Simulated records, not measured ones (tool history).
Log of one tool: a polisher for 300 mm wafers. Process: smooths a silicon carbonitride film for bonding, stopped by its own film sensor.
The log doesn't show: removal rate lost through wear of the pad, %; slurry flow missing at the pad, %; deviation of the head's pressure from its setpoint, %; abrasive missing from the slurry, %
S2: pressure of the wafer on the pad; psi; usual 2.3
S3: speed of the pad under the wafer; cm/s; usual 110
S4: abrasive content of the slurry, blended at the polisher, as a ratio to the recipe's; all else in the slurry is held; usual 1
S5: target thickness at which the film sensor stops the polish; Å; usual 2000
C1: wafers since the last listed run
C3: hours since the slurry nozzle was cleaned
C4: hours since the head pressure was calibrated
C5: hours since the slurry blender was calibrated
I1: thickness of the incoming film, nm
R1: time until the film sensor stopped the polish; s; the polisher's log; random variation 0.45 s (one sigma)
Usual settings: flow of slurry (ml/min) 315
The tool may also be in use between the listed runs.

run 1 hour=0 | flow_of_slurry_(ml/min)=315 S2=2.3 S3=110 S4=1 S5=2000 | C1=0 wafers_polished_on_this_pad=16 C3=32 C4=800.6 C5=178.4 | I1=219.1 | R1=50.8
run 2 hour=8.6 | flow_of_slurry_(ml/min)=315 S2=2.3 S3=110 S4=1 S5=2000 | C1=76 wafers_polished_on_this_pad=92 C3=40.6 C4=809.2 C5=187 | I1=221.2 | R1=57.2
run 3 hour=21.7 | flow_of_slurry_(ml/min)=315 S2=2.3 S3=110 S4=1 S5=2000 | C1=115 wafers_polished_on_this_pad=208 C3=53.7 C4=822.3 C5=200.1 | I1=217.3 | R1=46.7
run 4 hour=30.3 | flow_of_slurry_(ml/min)=315 S2=2.3 S3=110 S4=1 S5=1970 | C1=76 wafers_polished_on_this_pad=284 C3=62.3 C4=830.9 C5=208.7 | I1=220.6 | R1=64.5
run 5 hour=38.4 | flow_of_slurry_(ml/min)=315 S2=2.3 S3=110 S4=1 S5=1970 | C1=71 wafers_polished_on_this_pad=356 C3=70.4 C4=839 C5=216.8 | I1=222.1 | R1=68.8
run 6 hour=56.4 | flow_of_slurry_(ml/min)=315 S2=2.3 S3=110 S4=1 S5=1970 | C1=159 wafers_polished_on_this_pad=515 C3=88.4 C4=857 C5=234.8 | I1=219.8 | R1=63.2
-- hour=79.8 head pressure recalibrated
-- hour=87.5 worn pad replaced by a new one
run 7 hour=101.1 | flow_of_slurry_(ml/min)=315 S2=2.3 S3=110 S4=1 S5=2000 | C1=342 wafers_polished_on_this_pad=120 C3=133.1 C4=21.3 C5=279.5 | I1=220.7 | R1=57.5
-- hour=108.1 slurry blender recalibrated
run 8 hour=115.5 | flow_of_slurry_(ml/min)=315 S2=2.3 S3=110 S4=1 S5=2000 | C1=109 wafers_polished_on_this_pad=230 C3=147.5 C4=35.7 C5=7.4 | I1=221.4 | R1=59.1
run 9 hour=129.7 | flow_of_slurry_(ml/min)=270 S2=2.3 S3=110 S4=0.75 S5=2000 | C1=125 wafers_polished_on_this_pad=355 C3=161.7 C4=49.9 C5=21.6 | I1=218.1 | R1=57.4
run 10 hour=147.5 | flow_of_slurry_(ml/min)=315 S2=1.9 S3=110 S4=1 S5=2000 | C1=157 wafers_polished_on_this_pad=513 C3=179.5 C4=67.7 C5=39.4 | I1=220.1 | R1=67.8
run 11 hour=161.2 | flow_of_slurry_(ml/min)=315 S2=2.3 S3=110 S4=1 S5=2000 | C1=121 wafers_polished_on_this_pad=634 C3=193.2 C4=81.4 C5=53.1 | I1=221.8 | R1=61.8
-- hour=174.4 worn pad replaced by a new one
run 12 hour=175.8 | flow_of_slurry_(ml/min)=315 S2=2.3 S3=110 S4=1 S5=2000 | C1=93 wafers_polished_on_this_pad=12 C3=207.8 C4=96 C5=67.7 | I1=217.2 | R1=48.3
-- hour=186.4 slurry nozzle cleaned
run 13 hour=190.1 | flow_of_slurry_(ml/min)=360 S2=2.7 S3=110 S4=0.8 S5=2000 | C1=117 wafers_polished_on_this_pad=130 C3=3.7 C4=110.3 C5=82 | I1=218.8 | R1=46.8

Forecast run 14:
run 14 hour=204.4 | flow_of_slurry_(ml/min)=420 S2=2.3 S3=86 S4=1 S5=2030 | C1=126 wafers_polished_on_this_pad=256 C3=18 C4=124.6 C5=96.3 | I1=218.8 | R1=?

Run 14 gave R1 50.4 s.
Without the tool's hidden state the same run would have given R1 50.2 s.
